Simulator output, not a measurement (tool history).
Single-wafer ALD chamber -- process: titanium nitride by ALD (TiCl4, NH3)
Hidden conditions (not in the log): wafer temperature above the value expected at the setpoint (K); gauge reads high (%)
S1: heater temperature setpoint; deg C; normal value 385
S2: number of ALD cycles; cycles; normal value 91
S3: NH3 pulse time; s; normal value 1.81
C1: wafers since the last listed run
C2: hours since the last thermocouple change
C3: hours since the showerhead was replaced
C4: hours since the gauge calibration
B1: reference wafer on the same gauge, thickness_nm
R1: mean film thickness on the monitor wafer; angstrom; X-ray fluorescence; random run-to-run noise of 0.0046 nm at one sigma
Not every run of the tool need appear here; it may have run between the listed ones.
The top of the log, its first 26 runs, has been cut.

Run 27, hour 770.3: usual settings but S1 376 deg C, S2 100 cycles; C1 60; C2 863.0; C3 172.2; C4 37.2; B1 1.942. Result: R1 20.12 angstrom.
Run 28, hour 791.4: usual settings but S2 83 cycles, S3 1.49 s; C1 39; C2 884.1; C3 193.3; C4 58.3; B1 1.943. Result: R1 16.63 angstrom.
Run 29, hour 811.9: usual settings but S1 397 deg C, S2 106 cycles, S3 1.49 s; C1 37; C2 904.6; C3 213.8; C4 78.8; B1 1.942. Result: R1 21.53 angstrom.
Run 30, hour 827.0: usual settings but S1 398 deg C; C1 27; C2 919.7; C3 228.9; C4 93.9; B1 1.941. Result: R1 18.71 angstrom.
At hour 865.4: thermocouple changed; heater temperature recalibrated.
Run 31, hour 906.7: usual settings but S1 398 deg C, S2 74 cycles, S3 1.21 s; C1 132; C2 41.3; C3 308.6; C4 173.6; B1 1.941. Result: R1 14.86 angstrom.
Run 32, hour 1004.5: usual settings; C1 180; C2 139.1; C3 406.4; C4 271.4; B1 1.940. Result: R1 18.55 angstrom.
Run 33, hour 1029.5: usual settings; C1 46; C2 164.1; C3 431.4; C4 296.4; B1 1.937. Result: R1 18.41 angstrom.
Run 34, hour 1049.1: usual settings but S1 373 deg C, S2 98 cycles, S3 2.26 s; C1 36; C2 183.7; C3 451.0; C4 316.0; B1 1.937. Result: R1 19.86 angstrom.
Run 35, hour 1073.6: usual settings but S1 378 deg C, S2 81 cycles; C1 45; C2 208.2; C3 475.5; C4 340.5; B1 1.937. Result: R1 16.30 angstrom.
Run 36, hour 1093.0: usual settings but S1 396 deg C, S2 108 cycles; C1 35; C2 227.6; C3 494.9; C4 359.9; B1 1.935. Result: R1 22.09 angstrom.
Run 37, hour 1122.5: usual settings but S1 376 deg C, S2 96 cycles, S3 2.05 s; C1 54; C2 257.1; C3 524.4; C4 389.4; B1 1.935. Result: R1 19.47 angstrom.
Run 38, hour 1147.1: usual settings but S1 381 deg C, S2 74 cycles, S3 2.48 s; C1 45; C2 281.7; C3 549.0; C4 414.0; B1 1.935. Result: R1 15.19 angstrom.
Run 39, hour 1175.9: usual settings but S2 83 cycles, S3 1.49 s; C1 53; C2 310.5; C3 577.8; C4 442.8; B1 1.931. Result: R1 16.53 angstrom.

Predict each of these 3 candidate next runs independently; none follows another, all start after run 39:
Run A, hour 1176.5: usual settings but S2 104 cycles; C1 1; C2 311.1; C3 578.4; C4 443.4; B1 ?. Result: R1 ?.
Run B, hour 1176.5: usual settings but S1 393 deg C, S2 82 cycles; C1 1; C2 311.1; C3 578.4; C4 443.4; B1 ?. Result: R1 ?.
Run C, hour 1176.5: usual settings but S1 371 deg C, S2 103 cycles; C1 1; C2 311.1; C3 578.4; C4 443.4; B1 ?. Result: R1 ?.

run     B1     R1
  A  1.931  20.99
  B  1.931  16.67
  C  1.931  20.48
What these runs would have given with no unlogged condition in the tool:
run     R1
  A  21.08
  B  16.74
  C  20.57
